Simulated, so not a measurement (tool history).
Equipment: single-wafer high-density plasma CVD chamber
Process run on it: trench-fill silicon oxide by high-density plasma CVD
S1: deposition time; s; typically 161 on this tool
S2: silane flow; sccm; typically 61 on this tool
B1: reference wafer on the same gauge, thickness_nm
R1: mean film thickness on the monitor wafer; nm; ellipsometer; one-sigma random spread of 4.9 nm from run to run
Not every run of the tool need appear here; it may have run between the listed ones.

run     day   S1  S2       B1        R1
  1       0  161  61  936.009   1034.23
  2     2.7  161  61  934.871  1033.056
  3  10.754  161  61  935.228  1047.939
  4  15.646  161  61   935.61  1046.085
  5  19.525  161  61  934.735  1041.699
  6  22.338  161  61  935.004   1043.18
  7  26.117  140  61  935.307   913.194
  8    29.1  161  61  935.284  1051.509
  9  32.992  161  61  934.253  1042.451
 10  34.833  161  61  935.725  1052.493
 11  36.575  142  61  935.059    928.37
 12  38.754  142  61  934.702   938.192
     39.638  -- gauge calibrated
 13      43  161  61  935.108  1049.852
 14  47.412  133  67  934.685    952.13
 15  48.929  185  50  935.161   988.282
 16  52.212  148  69  935.103  1098.571
 17  54.967  161  61  935.628  1056.572
     55.871  -- silane flow controller replaced
 18  57.796  129  71  935.164   939.219
 19   60.05  161  61  934.632   994.268
 20  63.421  161  61   935.46  1001.732
 21  65.704  161  71  934.628    1158.7
 22  69.767  161  61   935.39  1003.747
 23    73.3  179  73  935.505  1339.001
 24  75.688  151  55  934.037   848.033
 25   79.55  161  61  935.737  1015.935
 26  81.921  136  65  935.014   900.897
 27  85.992  175  68  934.282    1214.3

Forecast each of these 5 alternatives for the next run:
  A  86.008  161  61   ?   ?
  B  86.008  149  50   ?   ?
  C  86.008  150  53   ?   ?
  D  86.008  161  65   ?   ?
  E  86.008  193  66   ?   ?

run       B1        R1
  A  935.046  1004.119
  B  935.046   761.703
  C  935.046   812.824
  D  935.046  1069.963
  E  935.046  1302.359
Stripped of hidden state, with their random variation kept, the same runs would have yielded:
run        R1
  A   989.424
  B   750.556
  C   800.928
  D  1054.304
  E  1283.299
